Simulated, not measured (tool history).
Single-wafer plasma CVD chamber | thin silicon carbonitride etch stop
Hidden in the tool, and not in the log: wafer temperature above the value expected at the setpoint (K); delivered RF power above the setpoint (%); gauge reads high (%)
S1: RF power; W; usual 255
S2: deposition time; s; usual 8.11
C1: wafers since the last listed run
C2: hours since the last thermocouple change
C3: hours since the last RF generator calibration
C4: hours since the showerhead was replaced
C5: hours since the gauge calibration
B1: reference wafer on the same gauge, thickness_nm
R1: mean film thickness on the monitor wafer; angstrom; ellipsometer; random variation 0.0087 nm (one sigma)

| run | day | S1 | S2 | C1 | C2 | C3 | C4 | C5 | B1 | R1 |
|---|---|---|---|---|---|---|---|---|---|---|
| 1 | 0 | 255 | 8.85 | 0 | 1183.9 | 2242.2 | 5041.4 | 600.9 | 5.17 | 57.51 |
| 2 | 1.171 | 255 | 8.85 | 1545 | 1212 | 2270.3 | 5069.5 | 629 | 5.17 | 57.73 |
| 3 | 3.379 | 280 | 7.21 | 2914 | 1265 | 2323.3 | 5122.5 | 682 | 5.166 | 47.71 |
| 4 | 6.054 | 280 | 7.21 | 3530 | 1329.2 | 2387.5 | 5186.7 | 746.2 | 5.167 | 47.83 |
| 5 | 7.158 | 280 | 7.21 | 1457 | 1355.7 | 2414 | 5213.2 | 772.7 | 5.169 | 47.65 |
| 6 | 8.25 | 270 | 7.72 | 1440 | 1381.9 | 2440.2 | 5239.4 | 798.9 | 5.17 | 50.82 |
|  | 8.654 | RF generator calibrated |
| 7 | 9.392 | 230 | 8.11 | 1066 | 1409.3 | 17.7 | 5266.8 | 826.3 | 5.169 | 52.69 |
| 8 | 10.462 | 280 | 8.49 | 1413 | 1435 | 43.4 | 5292.5 | 852 | 5.169 | 57.06 |
| 9 | 11.783 | 255 | 8.11 | 1743 | 1466.7 | 75.1 | 5324.2 | 883.7 | 5.168 | 53.51 |
| 10 | 12.512 | 255 | 8.11 | 962 | 1484.2 | 92.6 | 5341.7 | 901.2 | 5.169 | 53.48 |
| 11 | 13.392 | 255 | 8.11 | 1160 | 1505.3 | 113.7 | 5362.8 | 922.3 | 5.175 | 53.45 |
| 12 | 14.871 | 240 | 8.11 | 1952 | 1540.8 | 149.2 | 5398.3 | 957.8 | 5.171 | 52.85 |
| 13 | 15.821 | 215 | 7.69 | 1253 | 1563.6 | 172 | 5421.1 | 980.6 | 5.169 | 49.09 |
| 14 | 16.762 | 270 | 7.72 | 1242 | 1586.2 | 194.6 | 5443.7 | 1003.2 | 5.171 | 51.39 |
| 15 | 18.221 | 255 | 8.11 | 1924 | 1621.2 | 229.6 | 5478.7 | 1038.2 | 5.173 | 53.21 |
| 16 | 18.975 | 255 | 8.75 | 995 | 1639.3 | 247.7 | 5496.8 | 1056.3 | 5.169 | 57.7 |
| 17 | 19.942 | 300 | 7.5 | 1275 | 1662.5 | 270.9 | 5520 | 1079.5 | 5.174 | 50.88 |
|  | 20.846 | showerhead replaced |
| 18 | 21.092 | 235 | 6.83 | 1077 | 1690.1 | 298.5 | 5.9 | 1107.1 | 5.17 | 44.31 |
| 19 | 21.729 | 290 | 9.36 | 841 | 1705.4 | 313.8 | 21.2 | 1122.4 | 5.169 | 63.09 |
| 20 | 22.729 | 285 | 7.35 | 1319 | 1729.4 | 337.8 | 45.2 | 1146.4 | 5.167 | 49.5 |
| 21 | 23.233 | 230 | 9.57 | 665 | 1741.5 | 349.9 | 57.3 | 1158.5 | 5.171 | 61.52 |
|  | 23.6 | thermocouple changed; heater temperature recalibrated |
| 22 | 24.083 | 225 | 7.14 | 681 | 11.6 | 370.3 | 77.7 | 1178.9 | 5.172 | 45.84 |
| 23 | 24.696 | 305 | 9.57 | 808 | 26.3 | 385 | 92.4 | 1193.6 | 5.17 | 65.13 |
| 24 | 25.867 | 255 | 8.11 | 1545 | 54.4 | 413.1 | 120.5 | 1221.7 | 5.174 | 53.2 |
| 25 | 26.888 | 255 | 8.11 | 1347 | 78.9 | 437.6 | 145 | 1246.2 | 5.176 | 53.29 |
| 26 | 27.792 | 220 | 7.41 | 1193 | 100.6 | 459.3 | 166.7 | 1267.9 | 5.174 | 47.26 |
|  | 30.629 | gauge calibrated |
| 27 | 32.121 | 230 | 8.83 | 5713 | 204.5 | 563.2 | 270.6 | 35.8 | 5.166 | 56.71 |
| 28 | 33.167 | 215 | 7.07 | 1380 | 229.6 | 588.3 | 295.7 | 60.9 | 5.17 | 44.93 |
| 29 | 34.375 | 230 | 9.41 | 1594 | 258.6 | 617.3 | 324.7 | 89.9 | 5.172 | 60.35 |
| 30 | 35.738 | 255 | 8.11 | 1798 | 291.3 | 650 | 357.4 | 122.6 | 5.174 | 53.2 |
| 31 | 37.133 | 290 | 9.36 | 1842 | 324.8 | 683.5 | 390.9 | 156.1 | 5.169 | 62.67 |
| 32 | 38.304 | 285 | 6.7 | 1545 | 352.9 | 711.6 | 419 | 184.2 | 5.171 | 44.72 |
| 33 | 39.325 | 255 | 8.11 | 1347 | 377.4 | 736.1 | 443.5 | 208.7 | 5.172 | 53.02 |
| 34 | 40.642 | 255 | 8.11 | 1737 | 409 | 767.7 | 475.1 | 240.3 | 5.165 | 53.01 |
| 35 | 41.45 | 270 | 7.72 | 1066 | 428.4 | 787.1 | 494.5 | 259.7 | 5.173 | 51.12 |
| 36 | 42.758 | 290 | 6.92 | 1726 | 459.8 | 818.5 | 525.9 | 291.1 | 5.171 | 46.56 |

4 ways to go on from here, each from the tool as it stands after run 36. What would each give?
| A | 42.775 | 255 | 8.11 | 21 | 460.2 | 818.9 | 526.3 | 291.5 | ? | ? |
| B | 42.775 | 280 | 9.03 | 21 | 460.2 | 818.9 | 526.3 | 291.5 | ? | ? |
| C | 42.775 | 220 | 8.11 | 21 | 460.2 | 818.9 | 526.3 | 291.5 | ? | ? |
| D | 42.775 | 295 | 7.37 | 21 | 460.2 | 818.9 | 526.3 | 291.5 | ? | ? |

| run | B1 | R1 |
|---|---|---|
| A | 5.169 | 52.97 |
| B | 5.169 | 60.05 |
| C | 5.169 | 51.55 |
| D | 5.169 | 49.52 |
Without the tool's hidden state the same runs would have given:
| run | R1 |
|---|---|
| A | 53.58 |
| B | 60.74 |
| C | 52.14 |
| D | 50.09 |
